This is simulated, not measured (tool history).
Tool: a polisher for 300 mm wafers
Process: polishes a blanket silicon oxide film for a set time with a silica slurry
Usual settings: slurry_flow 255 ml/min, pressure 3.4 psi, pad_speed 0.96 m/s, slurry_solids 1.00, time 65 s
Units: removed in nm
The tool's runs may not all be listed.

run	hour	slurry_flow	pressure	pad_speed	slurry_solids	time	wafers since the last listed run	wafers polished on this pad	hours since the slurry nozzle was cleaned	hours since the head pressure was calibrated	hours since the slurry blender was calibrated	hours since the conditioning disc was replaced	incoming thickness of the incoming film, nm	removed
1	0.0	255	3.4	0.82	1.00	65	0	2592	92.0	720.5	137.4	195.0	1801.1	136.2
# hour 18.3: worn pad replaced by a new one
2	33.5	255	3.4	0.82	1.00	65	380	196	125.5	754.0	170.9	228.5	1823.3	136.2
3	53.1	255	3.4	0.96	1.00	65	252	449	145.1	773.6	190.5	248.1	1821.5	154.3
# hour 65.5: head pressure recalibrated
4	81.7	255	3.8	0.96	1.00	77	343	792	173.7	16.2	219.1	276.7	1803.3	195.4
5	95.2	215	3.4	0.76	0.90	65	174	966	187.2	29.7	232.6	290.2	1835.8	121.3
6	117.1	255	3.4	1.16	1.15	65	282	1249	209.1	51.6	254.5	312.1	1834.0	188.3
7	147.9	315	4.4	0.96	1.30	56	397	1646	239.9	82.4	285.3	342.9	1814.0	181.9
8	171.5	255	2.8	0.96	1.00	47	304	1951	263.5	106.0	308.9	366.5	1793.6	98.4
9	197.9	255	3.4	0.96	1.00	65	340	2292	289.9	132.4	335.3	392.9	1823.3	152.6
10	215.6	255	3.4	1.30	1.00	82	228	2520	307.6	150.1	353.0	410.6	1828.5	244.6
# hour 225.7: slurry nozzle cleaned
11	238.1	255	3.4	0.96	1.00	65	277	2797	12.4	172.6	375.5	433.1	1820.1	154.9
12	267.0	255	3.4	0.96	1.00	65	372	3170	41.3	201.5	404.4	462.0	1772.5	154.5
# hour 297.5: slurry blender recalibrated
# hour 308.5: worn pad replaced by a new one
# hour 330.0: conditioning disc replaced and pad reconditioned
13	373.8	310	3.4	0.74	1.00	65	1274	817	148.1	308.3	76.3	43.8	1795.9	128.1
14	446.8	255	3.4	0.96	1.00	65	942	1759	221.1	381.3	149.3	116.8	1812.0	151.9
15	469.9	255	3.4	0.70	1.00	88	298	2057	244.2	404.4	172.4	139.9	1840.3	164.3
# hour 473.8: slurry nozzle cleaned
16	487.1	330	4.2	1.12	0.90	65	209	2266	13.3	421.6	189.6	157.1	1816.1	198.5
17	499.1	255	2.5	0.96	0.90	82	154	2421	25.3	433.6	201.6	169.1	1823.8	149.9
18	527.7	195	3.4	0.68	1.00	65	369	2790	53.9	462.2	230.2	197.7	1793.0	112.3
19	546.1	255	2.3	0.78	1.00	65	237	3027	72.3	480.6	248.6	216.1	1824.7	100.3
# hour 604.5: worn pad replaced by a new one
20	626.3	255	3.4	0.96	1.00	65	983	281	152.5	560.8	328.8	296.3	1814.5	151.1
21	639.2	255	2.4	0.96	1.00	65	166	447	165.4	573.7	341.7	309.2	1795.3	121.4
22	660.0	255	3.4	0.96	1.20	65	268	716	186.2	594.5	362.5	330.0	1809.5	164.7
23	680.6	255	3.4	0.96	1.00	72	265	982	206.8	615.1	383.1	350.6	1785.6	170.6
24	708.3	255	3.4	0.96	1.25	65	357	1339	234.5	642.8	410.8	378.3	1801.5	171.2
25	737.8	315	3.9	1.20	1.00	76	380	1720	264.0	672.3	440.3	407.8	1792.2	238.5

The tool's hidden state at each run:
removal rate lost through wear of the pad, %: 0 in every run
slurry flow missing at the pad, %: 0 in every run
deviation of the head's pressure from its setpoint, %: 0 in every run
abrasive missing from the slurry, %: 0 in every run
time polished since the conditioner stopped cutting, s: 0 in every run
